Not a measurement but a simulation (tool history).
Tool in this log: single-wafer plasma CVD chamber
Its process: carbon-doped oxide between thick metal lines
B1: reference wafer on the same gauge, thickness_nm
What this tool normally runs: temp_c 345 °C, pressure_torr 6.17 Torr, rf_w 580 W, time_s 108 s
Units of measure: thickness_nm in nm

Run 1, hour 0: usual settings but pressure_torr 6.81 Torr; B1 646.19. Result: thickness_nm 576.934 nm.
Run 2, hour 9.9: usual settings but pressure_torr 6.81 Torr; B1 645.892. Result: thickness_nm 577.024 nm.
Run 3, hour 40.8: usual settings but pressure_torr 5 Torr, rf_w 495 W; B1 646.034. Result: thickness_nm 488.741 nm.
Run 4, hour 53.2: usual settings but pressure_torr 5.25 Torr; B1 646.087. Result: thickness_nm 561.795 nm.
Run 5, hour 71.1: usual settings but pressure_torr 5.25 Torr; B1 646.001. Result: thickness_nm 561.592 nm.
Run 6, hour 79: usual settings; B1 645.907. Result: thickness_nm 571.796 nm.
Run 7, hour 88.4: usual settings; B1 645.934. Result: thickness_nm 570.795 nm.
At hour 96.5: RF generator calibrated.
Run 8, hour 100: usual settings; B1 645.929. Result: thickness_nm 608.471 nm.
At hour 110.7: gauge calibrated.
At hour 117: thermocouple changed; heater temperature recalibrated.
Run 9, hour 117.5: usual settings; B1 646.069. Result: thickness_nm 607.027 nm.
Run 10, hour 121: usual settings; B1 646.159. Result: thickness_nm 606.988 nm.
At hour 137.6: showerhead replaced.
Run 11, hour 138.1: usual settings but rf_w 525 W; B1 645.652. Result: thickness_nm 562.158 nm.
Run 12, hour 146: usual settings but temp_c 334 °C, rf_w 495 W, time_s 120 s; B1 645.957. Result: thickness_nm 616.537 nm.
At hour 159.8: capacitance manometer re-zeroed and calibrated.
Run 13, hour 160.3: usual settings but temp_c 349 °C, pressure_torr 6.97 Torr, rf_w 510 W, time_s 127 s; B1 645.96. Result: thickness_nm 644.156 nm.
Run 14, hour 166.8: usual settings but pressure_torr 4.77 Torr; B1 646.193. Result: thickness_nm 587.283 nm.
Run 15, hour 175.2: usual settings but pressure_torr 6.81 Torr; B1 646.016. Result: thickness_nm 611.329 nm.
Run 16, hour 189.4: usual settings but pressure_torr 6.85 Torr, rf_w 690 W; B1 645.973. Result: thickness_nm 694.504 nm.
Run 17, hour 204.3: usual settings but temp_c 336 °C, pressure_torr 7.09 Torr; B1 646.103. Result: thickness_nm 629.717 nm.
Run 18, hour 211.4: usual settings but time_s 89 s; B1 646.005. Result: thickness_nm 498.697 nm.
Run 19, hour 223: usual settings but temp_c 356 °C, pressure_torr 7.6 Torr; B1 645.994. Result: thickness_nm 596.081 nm.
Run 20, hour 233.8: usual settings; B1 645.736. Result: thickness_nm 604.82 nm.

Pick out some run-to-run changes in thickness_nm. Of each, how much would a tool without hidden state show as well, from the settings, what came in and chance, and how much is left for the hidden state and any gauge scatter not in both results compared?
Hidden conditions of the tool in this case: wafer temperature above the value expected at the setpoint (K); delivered RF power above the setpoint (%); true pressure above the setpoint (%); gauge reads high (%).
Run 7 -> 8: RF generator calibrated. thickness_nm +37.676 nm: hidden state +35.283, all else +2.393.
Run 17 -> 18: temp_c 336 -> 345, pressure_torr 7.09 -> 6.17, time_s 108 -> 89. thickness_nm -131.02 nm: hidden state +0.825, all else -131.845.
Run 18 -> 19: temp_c 345 -> 356, pressure_torr 6.17 -> 7.6, time_s 89 -> 108. thickness_nm +97.384 nm: hidden state -0.864, all else +98.248.
